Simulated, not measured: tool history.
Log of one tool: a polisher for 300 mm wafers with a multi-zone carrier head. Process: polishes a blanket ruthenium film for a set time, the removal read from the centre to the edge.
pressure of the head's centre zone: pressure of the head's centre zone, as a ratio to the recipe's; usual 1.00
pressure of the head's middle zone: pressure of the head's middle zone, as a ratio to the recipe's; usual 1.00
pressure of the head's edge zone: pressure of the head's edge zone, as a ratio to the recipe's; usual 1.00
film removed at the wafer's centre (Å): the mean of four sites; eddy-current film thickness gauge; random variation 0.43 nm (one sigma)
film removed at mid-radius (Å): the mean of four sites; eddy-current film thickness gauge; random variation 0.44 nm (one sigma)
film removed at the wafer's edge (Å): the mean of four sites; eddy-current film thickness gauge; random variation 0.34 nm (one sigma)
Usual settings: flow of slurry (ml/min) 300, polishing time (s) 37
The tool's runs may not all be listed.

run	day	flow of slurry (ml/min)	pressure of the head's centre zone	pressure of the head's middle zone	pressure of the head's edge zone	polishing time (s)	incoming thickness of the incoming film, nm	film removed at the wafer's centre (Å)	film removed at mid-radius (Å)	film removed at the wafer's edge (Å)
1	0.000	300	1.00	1.00	1.00	37	274.0	403	402	407
2	1.833	300	1.00	1.00	1.00	37	276.9	401	409	412
# day 2.329: worn pad replaced by a new one
3	4.492	300	1.00	1.00	1.00	37	276.2	399	404	408
4	6.929	300	1.00	1.00	1.00	37	280.7	394	408	404
# day 7.208: centre zone pressure recalibrated
5	14.454	370	1.00	1.06	0.92	37	284.1	405	429	387
# day 18.012: slurry nozzle cleaned
# day 21.521: worn pad replaced by a new one
# day 25.025: edge zone pressure recalibrated
6	26.433	300	1.00	1.00	1.00	37	282.0	398	409	402
7	27.992	345	1.00	1.00	1.00	37	275.9	402	411	410
8	30.067	300	1.00	1.00	1.00	37	281.9	395	407	410
9	33.229	300	1.08	0.96	1.00	37	280.9	431	392	398
# day 35.758: carrier head's membrane replaced by a new one
10	35.779	210	1.07	1.00	1.00	34	284.6	372	359	357
11	37.538	300	1.00	1.06	1.09	33	284.5	354	381	369
12	40.671	260	1.06	1.00	1.00	37	278.5	409	392	396
# day 41.712: slurry nozzle cleaned
13	42.717	300	1.00	1.08	0.90	37	280.9	411	445	388
# day 44.221: worn pad replaced by a new one
14	46.104	385	1.00	1.00	1.03	28	276.9	311	319	316
15	49.029	300	1.00	1.00	1.00	37	279.0	401	411	406
16	51.408	300	1.00	1.00	1.00	37	282.6	405	407	410
17	54.646	300	1.00	1.00	1.00	24	277.9	259	262	260
# day 57.608: edge zone pressure recalibrated
18	57.962	300	1.00	1.00	1.00	50	283.6	533	551	546
19	60.429	300	1.00	1.00	1.09	37	282.0	393	403	412
# day 62.850: worn pad replaced by a new one
# day 63.042: slurry nozzle cleaned
20	64.825	300	1.00	1.00	1.00	37	280.6	407	408	411
21	67.275	300	1.00	1.00	1.00	37	281.3	405	408	404

Forecast each of these 5 alternatives for the next run:
A	67.292	300	1.00	1.00	1.00	37	284.1	?	?	?
B	67.292	365	1.00	0.93	0.94	31	284.1	?	?	?
C	67.292	300	1.00	0.90	1.00	29	284.1	?	?	?
D	67.292	350	1.00	1.00	1.06	37	284.1	?	?	?
E	67.292	300	1.00	0.90	1.00	37	284.1	?	?	?

run	film removed at the wafer's centre (Å)	film removed at mid-radius (Å)	film removed at the wafer's edge (Å)
A	405	419	406
B	345	335	334
C	318	301	319
D	410	423	421
E	405	383	406
Without the tool's hidden state the same runs would have given:
run	film removed at the wafer's centre (Å)	film removed at mid-radius (Å)	film removed at the wafer's edge (Å)
A	413	426	411
B	350	340	338
C	324	306	323
D	417	430	426
E	413	390	412

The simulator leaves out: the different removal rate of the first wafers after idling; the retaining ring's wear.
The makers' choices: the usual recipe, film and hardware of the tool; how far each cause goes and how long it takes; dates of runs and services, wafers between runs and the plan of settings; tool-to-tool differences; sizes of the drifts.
